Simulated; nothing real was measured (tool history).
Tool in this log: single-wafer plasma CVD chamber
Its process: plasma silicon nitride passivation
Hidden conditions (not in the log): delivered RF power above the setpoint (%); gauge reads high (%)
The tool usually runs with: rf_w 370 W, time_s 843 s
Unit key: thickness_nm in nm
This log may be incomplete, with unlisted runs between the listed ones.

run    hour  rf_w  time_s  wafers since the last listed run  hours since the last RF generator calibration  hours since the showerhead was replaced  hours since the gauge calibration  read-back reference wafer on the same gauge, thickness_nm  thickness_nm
  1       0   370     843                                 0                                          815.9                                   2339.1                             1122.9                                                   1162.966      1120.529
  2    60.4   370     843                               200                                          876.3                                   2399.5                             1183.3                                                   1159.166       1121.97
  3   105.7   370     843                               150                                          921.6                                   2444.8                             1228.6                                                   1159.001      1125.936
  4   175.4   370     843                               230                                          991.3                                   2514.5                             1298.3                                                   1158.369      1126.608
  5   234.7   370     843                               196                                         1050.6                                   2573.8                             1357.6                                                   1157.539      1125.015
  6   306.1   370     800                               236                                           1122                                   2645.2                               1429                                                   1159.133      1061.009
  7   355.8   370     800                               164                                         1171.7                                   2694.9                             1478.7                                                   1157.283      1067.521
  8   389.1   370     800                               110                                           1205                                   2728.2                               1512                                                   1161.357       1068.15
  9   417.3   370     920                                93                                         1233.2                                   2756.4                             1540.2                                                   1156.751      1234.184
 10   444.9   370     920                                91                                         1260.8                                     2784                             1567.8                                                   1158.438      1228.759
 11   485.8   370     843                               135                                         1301.7                                   2824.9                             1608.7                                                   1159.799      1123.681
        527  -- gauge calibrated
 12   528.1   370     843                               140                                           1344                                   2867.2                                1.1                                                   1161.157      1120.978
 13   562.3   370     843                               113                                         1378.2                                   2901.4                               35.3                                                   1158.644       1120.38
 14   618.1   370     843                               184                                           1434                                   2957.2                               91.1                                                   1160.598      1116.942
 15     660   370     843                               138                                         1475.9                                   2999.1                                133                                                   1160.383      1131.596
 16   723.1   370     843                               209                                           1539                                   3062.2                              196.1                                                   1159.644      1114.028
 17   752.8   370     843                                98                                         1568.7                                   3091.9                              225.8                                                   1161.679      1120.773
 18   795.3   370     843                               140                                         1611.2                                   3134.4                              268.3                                                    1159.68      1116.599
 19   834.3   370     843                               129                                         1650.2                                   3173.4                              307.3                                                   1157.507      1115.957
 20   877.7   370     843                               143                                         1693.6                                   3216.8                              350.7                                                   1159.552      1125.494
 21   912.1   370     843                               113                                           1728                                   3251.2                              385.1                                                   1162.075      1122.499
 22   951.2   395     716                               129                                         1767.1                                   3290.3                              424.2                                                   1158.788       967.151
     1001.7  -- showerhead replaced
 23  1028.8   370     759                               230                                         1844.7                                     27.1                              501.8                                                   1160.399      1012.078
 24  1082.4   320     930                               177                                         1898.3                                     80.7                              555.4                                                   1161.108      1196.127
 25  1147.8   430     695                               216                                         1963.7                                    146.1                              620.8                                                   1157.869       959.012
 26  1218.5   370    1010                               234                                         2034.4                                    216.8                              691.5                                                   1161.088      1346.904
 27  1261.6   305     781                               142                                         2077.5                                    259.9                              734.6                                                   1159.893        995.26
 28    1291   405     785                                97                                         2106.9                                    289.3                                764                                                   1158.658      1072.811
 29  1331.5   370     843                               134                                         2147.4                                    329.8                              804.5                                                   1159.208      1122.454
     1361.1  -- RF generator calibrated
 30  1478.5   415     764                               460                                          117.4                                    476.8                              951.5                                                   1158.647      1052.491
 31  1534.9   370     899                               186                                          173.8                                    533.2                             1007.9                                                   1158.018      1205.315
 32  1565.6   320     686                               101                                          204.5                                    563.9                             1038.6                                                   1158.505       882.053
 33  1623.1   370     843                               190                                            262                                    621.4                             1096.1                                                     1161.5      1114.688
 34  1664.8   405     785                               138                                          303.7                                    663.1                             1137.8                                                   1157.692      1068.617
 35  1749.2   370     738                               279                                          388.1                                    747.5                             1222.2                                                   1161.497       980.471
 36  1788.8   370     843                               131                                          427.7                                    787.1                             1261.8                                                   1158.849      1114.838
 37    1818   370     994                                96                                          456.9                                    816.3                               1291                                                   1161.569      1315.752
 38  1869.4   370     843                               170                                          508.3                                    867.7                             1342.4                                                   1160.001      1126.982
 39  1915.1   405    1006                               151                                            554                                    913.4                             1388.1                                                     1161.5      1378.335
 40  1945.9   345     692                               102                                          584.8                                    944.2                             1418.9                                                   1159.886       912.032
 41  1987.7   440     964                               138                                          626.6                                      986                             1460.7                                                   1159.838      1342.603
 42  2042.8   430     843                               182                                          681.7                                   1041.1                             1515.8                                                    1157.69      1157.731
 43  2069.5   300     916                                88                                          708.4                                   1067.8                             1542.5                                                   1157.951      1156.267

Each row is a separate what-if for the run after 43, all from the same tool condition, not one after another. Results?
  A  2070.1   410     843                                 1                                            709                                   1068.4                             1543.1                                                          ?             ?
  B  2070.1   370     898                                 1                                            709                                   1068.4                             1543.1                                                          ?             ?
  C  2070.1   305     708                                 1                                            709                                   1068.4                             1543.1                                                          ?             ?
  D  2070.1   370     995                                 1                                            709                                   1068.4                             1543.1                                                          ?             ?
  E  2070.1   325     978                                 1                                            709                                   1068.4                             1543.1                                                          ?             ?

run  read-back reference wafer on the same gauge, thickness_nm  thickness_nm
  A                                                   1158.573      1155.956
  B                                                   1158.573      1200.181
  C                                                   1158.573       902.772
  D                                                   1158.573      1329.822
  E                                                   1158.573      1266.241
With the hidden condition removed and each run's random variation left untouched, the same runs would have given:
run  thickness_nm
  A      1155.956
  B      1200.181
  C       902.772
  D      1329.822
  E      1266.241
